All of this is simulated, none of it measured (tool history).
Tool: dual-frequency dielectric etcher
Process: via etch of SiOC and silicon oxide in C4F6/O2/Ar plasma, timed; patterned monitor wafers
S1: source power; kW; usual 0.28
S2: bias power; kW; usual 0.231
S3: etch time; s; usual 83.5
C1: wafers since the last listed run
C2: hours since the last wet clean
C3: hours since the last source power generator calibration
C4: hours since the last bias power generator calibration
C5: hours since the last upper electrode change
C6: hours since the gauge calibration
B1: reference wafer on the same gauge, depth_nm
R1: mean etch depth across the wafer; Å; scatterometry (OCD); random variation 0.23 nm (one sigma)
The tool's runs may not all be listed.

run    day    S1     S2    S3   C1     C2      C3      C4      C5     C6    B1   R1
  1      0  0.28  0.231  83.5    0    187  3194.1  1526.8  3856.2   41.1  77.8  910
  2  0.267  0.28  0.231  83.5   92  193.4  3200.5  1533.2  3862.6   47.5  77.9  910
  3  0.942  0.28  0.231  83.5  234  209.6  3216.7  1549.4  3878.8   63.7  77.9  908
  4  1.208  0.28  0.231  83.5   92    216  3223.1  1555.8  3885.2   70.1  77.9  906
  5  1.792  0.28  0.231  83.5  202    230  3237.1  1569.8  3899.2   84.1  77.8  908
  6  2.538  0.28  0.231  83.5  258  247.9    3255  1587.7  3917.1    102  77.9  909
  7  2.988  0.28  0.195  83.5  156  258.7  3265.8  1598.5  3927.9  112.8  77.9  864
  8  3.704  0.28  0.231  83.5  248  275.9    3283  1615.7  3945.1    130  77.9  912
     4.717  -- upper electrode replaced
     4.721  -- bias power generator calibrated
  9  4.738  0.28  0.231  83.5   10  300.7  3307.8     0.4     0.5  154.8  77.8  911
 10  4.767  0.28  0.207  83.5   10  301.4  3308.5     1.1     1.2  155.5    78  881
 11   5.25  0.28  0.207  83.5  167    313  3320.1    12.7    12.8  167.1  77.9  881
 12  5.583  0.28  0.207  83.5  115    321  3328.1    20.7    20.8  175.1  77.9  883
     5.696  -- gauge calibrated
 13  6.067  0.28  0.231    91  167  332.6  3339.7    32.3    32.4    8.9  77.9  992
 14  6.812  0.28  0.231    91  258  350.5  3357.6    50.2    50.3   26.8    78  989
 15  7.246  0.28  0.231  83.5  150  360.9    3368    60.6    60.7   37.2  77.9  909
 16  7.617  0.25  0.231  83.5  128  369.8  3376.9    69.5    69.6   46.1  77.9  860
 17  7.992  0.22  0.191  75.5  130  378.8  3385.9    78.5    78.6   55.1  77.9  688
     8.983  -- source power generator calibrated
     9.242  -- wet clean of the chamber
 18  9.262  0.31  0.179  62.5  293    0.5     6.7     109   109.1   85.6  77.9  662

Run 19 comes next. What will it give?
 19  9.275  0.31  0.215  95   4  0.8   7  109.3  109.4  85.9   ?   ?

{"run 19": {"B1": 77.9, "R1": 1067}}
Without the tool's hidden state the same run would have given R1 1067 Å.

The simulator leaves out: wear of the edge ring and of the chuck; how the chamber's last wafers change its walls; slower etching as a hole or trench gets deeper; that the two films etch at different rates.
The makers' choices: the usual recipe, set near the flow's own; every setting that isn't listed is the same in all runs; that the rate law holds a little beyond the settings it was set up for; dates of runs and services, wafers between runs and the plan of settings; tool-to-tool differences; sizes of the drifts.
